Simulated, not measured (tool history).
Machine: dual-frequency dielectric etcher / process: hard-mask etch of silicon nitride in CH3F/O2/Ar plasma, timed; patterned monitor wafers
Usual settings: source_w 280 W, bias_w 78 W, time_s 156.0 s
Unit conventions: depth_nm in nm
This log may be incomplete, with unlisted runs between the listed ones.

run   hour  source_w  bias_w  time_s  read-back reference wafer on the same gauge, depth_nm  depth_nm
  1    0.0       280      78   156.0                                                  101.4      86.3
  2   30.2       300      85   156.0                                                  101.7      89.8
  3   81.5       300      85   156.0                                                  101.6      89.1
  4  127.0       300      85   156.0                                                  101.7      89.1
  5  156.7       280      78   156.0                                                  101.4      84.7
  6  209.2       280      78   156.0                                                  101.6      85.0
     241.1  -- wet clean of the chamber
  7  265.2       250      78   156.0                                                  101.6      88.8
  8  289.4       280      78   156.0                                                  101.5      92.1
  9  332.8       280      78   184.5                                                  101.6     107.4
     367.4  -- source power generator calibrated
 10  374.1       280      78   184.5                                                  101.5     107.3
     429.6  -- wet clean of the chamber, repeated, since the last time left the tool worse
 11  430.1       280      78   156.0                                                  101.6      87.2
 12  441.8       280      78   156.0                                                  101.5      87.1
     461.4  -- bias power generator calibrated
 13  504.4       230      89   168.5                                                  101.5      93.5
 14  540.8       280      61   127.5                                                  101.6      66.0
     606.6  -- upper electrode replaced
 15  607.1       330      63   141.5                                                  101.6      76.3
 16  642.3       230      89   168.5                                                  101.7      93.5
     675.7  -- gauge calibrated
 17  705.0       280      78   156.0                                                  101.6      85.1
     771.0  -- wet clean of the chamber
 18  772.6       280      70   187.5                                                  101.6     101.6
 19  818.4       280      63   139.5                                                  101.5      73.3
 20  853.1       250      84   127.5                                                  101.7      71.0

Below are 3 alternative next runs, each starting from the tool's condition after run 20. Predict each:
  A  853.6       280      78   156.0                                                      ?         ?
  B  853.6       310      95   156.0                                                      ?         ?
  C  853.6       350      96   156.0                                                      ?         ?

run  read-back reference wafer on the same gauge, depth_nm  depth_nm
  A                                                  101.6      86.8
  B                                                  101.6      94.2
  C                                                  101.6      97.1
The same runs, with their run-to-run variation unchanged, on a tool lacking any hidden condition would have given:
run  depth_nm
  A      86.9
  B      94.3
  C      97.1
